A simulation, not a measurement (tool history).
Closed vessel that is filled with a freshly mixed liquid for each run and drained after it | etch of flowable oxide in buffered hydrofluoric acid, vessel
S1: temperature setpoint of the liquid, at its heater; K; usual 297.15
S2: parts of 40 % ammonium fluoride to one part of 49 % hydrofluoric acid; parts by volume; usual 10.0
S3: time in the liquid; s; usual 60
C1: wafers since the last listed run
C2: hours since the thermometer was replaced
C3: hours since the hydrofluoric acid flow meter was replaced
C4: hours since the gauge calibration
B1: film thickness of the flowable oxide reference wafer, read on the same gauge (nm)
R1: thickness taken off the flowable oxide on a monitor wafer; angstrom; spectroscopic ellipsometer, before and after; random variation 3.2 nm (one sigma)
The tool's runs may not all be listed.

{"run": 1, "hour": 0.0, "S1": 297.15, "S2": 10.0, "S3": 60, "C1": 0, "C2": 1718.4, "C3": 1805.5, "C4": 669.0, "B1": 29.99, "R1": 3127.7}
{"run": 2, "hour": 41.9, "S1": 297.15, "S2": 10.0, "S3": 60, "C1": 5978, "C2": 1760.3, "C3": 1847.4, "C4": 710.9, "B1": 29.97, "R1": 3052.5}
{"run": 3, "hour": 84.2, "S1": 297.15, "S2": 10.0, "S3": 60, "C1": 6035, "C2": 1802.6, "C3": 1889.7, "C4": 753.2, "B1": 29.97, "R1": 3134.6}
{"run": 4, "hour": 138.1, "S1": 297.15, "S2": 10.0, "S3": 60, "C1": 7690, "C2": 1856.5, "C3": 1943.6, "C4": 807.1, "B1": 29.97, "R1": 3073.7}
{"run": 5, "hour": 190.0, "S1": 297.15, "S2": 10.0, "S3": 60, "C1": 7405, "C2": 1908.4, "C3": 1995.5, "C4": 859.0, "B1": 29.99, "R1": 3084.3}
{"run": 6, "hour": 233.4, "S1": 297.15, "S2": 10.0, "S3": 60, "C1": 6192, "C2": 1951.8, "C3": 2038.9, "C4": 902.4, "B1": 30.0, "R1": 3067.3}
{"run": 7, "hour": 300.3, "S1": 294.15, "S2": 10.0, "S3": 60, "C1": 9545, "C2": 2018.7, "C3": 2105.8, "C4": 969.3, "B1": 30.05, "R1": 2595.4}
{"run": 8, "hour": 341.5, "S1": 294.15, "S2": 10.0, "S3": 60, "C1": 5878, "C2": 2059.9, "C3": 2147.0, "C4": 1010.5, "B1": 30.0, "R1": 2571.4}
{"run": 9, "hour": 375.2, "S1": 294.15, "S2": 10.0, "S3": 60, "C1": 4808, "C2": 2093.6, "C3": 2180.7, "C4": 1044.2, "B1": 29.98, "R1": 2655.7}
{"run": 10, "hour": 427.3, "S1": 297.15, "S2": 10.0, "S3": 60, "C1": 7433, "C2": 2145.7, "C3": 2232.8, "C4": 1096.3, "B1": 30.0, "R1": 3082.1}
{"run": 11, "hour": 488.3, "S1": 297.15, "S2": 10.0, "S3": 60, "C1": 8703, "C2": 2206.7, "C3": 2293.8, "C4": 1157.3, "B1": 30.0, "R1": 3079.5}
{"run": 12, "hour": 540.2, "S1": 297.15, "S2": 10.0, "S3": 35, "C1": 7405, "C2": 2258.6, "C3": 2345.7, "C4": 1209.2, "B1": 29.93, "R1": 1807.7}
{"run": 13, "hour": 603.8, "S1": 297.15, "S2": 10.0, "S3": 35, "C1": 9074, "C2": 2322.2, "C3": 2409.3, "C4": 1272.8, "B1": 29.99, "R1": 1789.0}
{"run": 14, "hour": 671.5, "S1": 297.15, "S2": 10.0, "S3": 35, "C1": 9659, "C2": 2389.9, "C3": 2477.0, "C4": 1340.5, "B1": 30.02, "R1": 1805.9}
{"run": 15, "hour": 708.5, "S1": 297.15, "S2": 10.0, "S3": 60, "C1": 5279, "C2": 2426.9, "C3": 2514.0, "C4": 1377.5, "B1": 30.0, "R1": 3085.4}
{"run": 16, "hour": 763.6, "S1": 298.65, "S2": 13.0, "S3": 70, "C1": 7861, "C2": 2482.0, "C3": 2569.1, "C4": 1432.6, "B1": 30.02, "R1": 3129.8}
{"run": 17, "hour": 800.9, "S1": 295.15, "S2": 10.0, "S3": 60, "C1": 5322, "C2": 2519.3, "C3": 2606.4, "C4": 1469.9, "B1": 30.01, "R1": 2702.9}
{"hour": 841.4, "done": "hydrofluoric acid flow meter replaced"}
{"run": 18, "hour": 890.8, "S1": 297.15, "S2": 10.0, "S3": 60, "C1": 12684, "C2": 2609.2, "C3": 49.4, "C4": 1559.8, "B1": 30.01, "R1": 2792.2}
{"hour": 931.0, "done": "gauge calibrated"}
{"run": 19, "hour": 934.7, "S1": 299.15, "S2": 10.0, "S3": 60, "C1": 6263, "C2": 2653.1, "C3": 93.3, "C4": 3.7, "B1": 30.01, "R1": 3206.4}
{"hour": 997.8, "done": "thermometer replaced"}
{"run": 20, "hour": 1002.2, "S1": 297.15, "S2": 10.0, "S3": 60, "C1": 9488, "C2": 4.4, "C3": 160.8, "C4": 71.2, "B1": 29.96, "R1": 3175.2}
{"run": 21, "hour": 1049.1, "S1": 295.65, "S2": 8.0, "S3": 80, "C1": 6691, "C2": 51.3, "C3": 207.7, "C4": 118.1, "B1": 30.02, "R1": 4820.3}
{"run": 22, "hour": 1119.9, "S1": 297.15, "S2": 10.0, "S3": 60, "C1": 10101, "C2": 122.1, "C3": 278.5, "C4": 188.9, "B1": 30.01, "R1": 3199.7}
{"run": 23, "hour": 1232.5, "S1": 298.65, "S2": 10.0, "S3": 90, "C1": 16066, "C2": 234.7, "C3": 391.1, "C4": 301.5, "B1": 29.93, "R1": 5186.3}
{"run": 24, "hour": 1262.2, "S1": 300.65, "S2": 13.5, "S3": 45, "C1": 4237, "C2": 264.4, "C3": 420.8, "C4": 331.2, "B1": 29.97, "R1": 2134.3}
{"run": 25, "hour": 1290.3, "S1": 297.15, "S2": 8.0, "S3": 60, "C1": 4009, "C2": 292.5, "C3": 448.9, "C4": 359.3, "B1": 29.98, "R1": 3926.7}
{"run": 26, "hour": 1339.7, "S1": 297.15, "S2": 10.0, "S3": 60, "C1": 7048, "C2": 341.9, "C3": 498.3, "C4": 408.7, "B1": 29.95, "R1": 3174.4}
{"run": 27, "hour": 1388.6, "S1": 297.15, "S2": 10.0, "S3": 85, "C1": 6977, "C2": 390.8, "C3": 547.2, "C4": 457.6, "B1": 30.0, "R1": 4461.2}
{"run": 28, "hour": 1448.8, "S1": 297.15, "S2": 10.0, "S3": 60, "C1": 8589, "C2": 451.0, "C3": 607.4, "C4": 517.8, "B1": 29.96, "R1": 3156.2}
{"run": 29, "hour": 1504.9, "S1": 300.65, "S2": 6.0, "S3": 40, "C1": 8004, "C2": 507.1, "C3": 663.5, "C4": 573.9, "B1": 30.01, "R1": 4144.6}
{"run": 30, "hour": 1548.8, "S1": 298.65, "S2": 10.0, "S3": 60, "C1": 6263, "C2": 551.0, "C3": 707.4, "C4": 617.8, "B1": 30.01, "R1": 3469.9}
{"run": 31, "hour": 1614.8, "S1": 297.15, "S2": 10.0, "S3": 30, "C1": 9417, "C2": 617.0, "C3": 773.4, "C4": 683.8, "B1": 30.01, "R1": 1579.5}
{"run": 32, "hour": 1730.4, "S1": 299.65, "S2": 12.5, "S3": 75, "C1": 16494, "C2": 732.6, "C3": 889.0, "C4": 799.4, "B1": 29.98, "R1": 3638.6}

How the hidden state differs across the entries between the runs, from the last listed run before each to the first after it:
Between runs 17 and 18: hydrofluoric acid flow meter replaced (hour 841.4)
  liquid colder than its thermometer reads (K): 2.23 -> 2.31; hydrofluoric acid flow above the setpoint (%): 14.4 -> 0.573
  measured less the result without the state, R1: -72.7 -> -366.4 angstrom
Between runs 18 and 19: gauge calibrated (hour 931.0)
  liquid colder than its thermometer reads (K): 2.31 -> 2.35; hydrofluoric acid flow above the setpoint (%): 0.573 -> 0.786
  measured less the result without the state, R1: -366.4 -> -417.8 angstrom
Between runs 19 and 20: thermometer replaced (hour 997.8)
  liquid colder than its thermometer reads (K): 2.35 -> 0.0113; hydrofluoric acid flow above the setpoint (%): 0.786 -> 1.11
  measured less the result without the state, R1: -417.8 -> +20.3 angstrom
